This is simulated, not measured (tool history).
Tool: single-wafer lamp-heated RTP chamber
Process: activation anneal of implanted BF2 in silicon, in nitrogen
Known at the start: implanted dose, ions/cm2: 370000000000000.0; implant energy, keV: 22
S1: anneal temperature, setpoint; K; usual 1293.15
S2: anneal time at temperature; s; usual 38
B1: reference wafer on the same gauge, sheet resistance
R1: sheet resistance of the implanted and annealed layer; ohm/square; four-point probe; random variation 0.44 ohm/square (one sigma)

run,hour,S1,S2,B1,R1
1,0,1293.15,38,250.95,291.41
2,59.3,1293.15,38,251.11,289.71
3,109.8,1293.15,38,251.16,289.74
4,149.9,1293.15,38,251.08,289.3
# hour 225.1: pyrometer window cleaned and pyrometer calibrated
5,255.9,1293.15,38,251,289.89
# hour 257.8: gauge calibrated
6,301.9,1293.15,38,251.04,289.99
7,344.6,1293.15,38,251.1,288.6
8,385.9,1305.15,24,250.93,291.65
# hour 441.4: pyrometer window cleaned and pyrometer calibrated
9,450.9,1314.15,46,250.98,285.4
10,489.2,1316.15,44,250.97,283.96
11,552.3,1306.15,26,250.92,290.02
# hour 562.8: reflector plate cleaned
12,597,1266.15,45,251.01,293.86
13,642.4,1293.15,38,250.83,289.36
14,683.6,1267.15,20,251.01,297.52
# hour 702.5: gauge calibrated
# hour 708: pyrometer window cleaned and pyrometer calibrated
15,719.8,1317.15,32,250.95,288.78

The same runs without the tool's hidden state, with the same run-to-run variation:
The hidden state here: true wafer temperature minus pyrometer reading, K; wafer temperature error from the tarnished reflector plate, K; gauge reads high (%).
run,R1
1,292.1
2,291.64
3,292.27
4,292.14
5,291.67
6,292.55
7,291.61
8,294.56
9,287.13
10,286.53
11,293.02
12,296.95
13,291.91
14,300.39
15,289.7
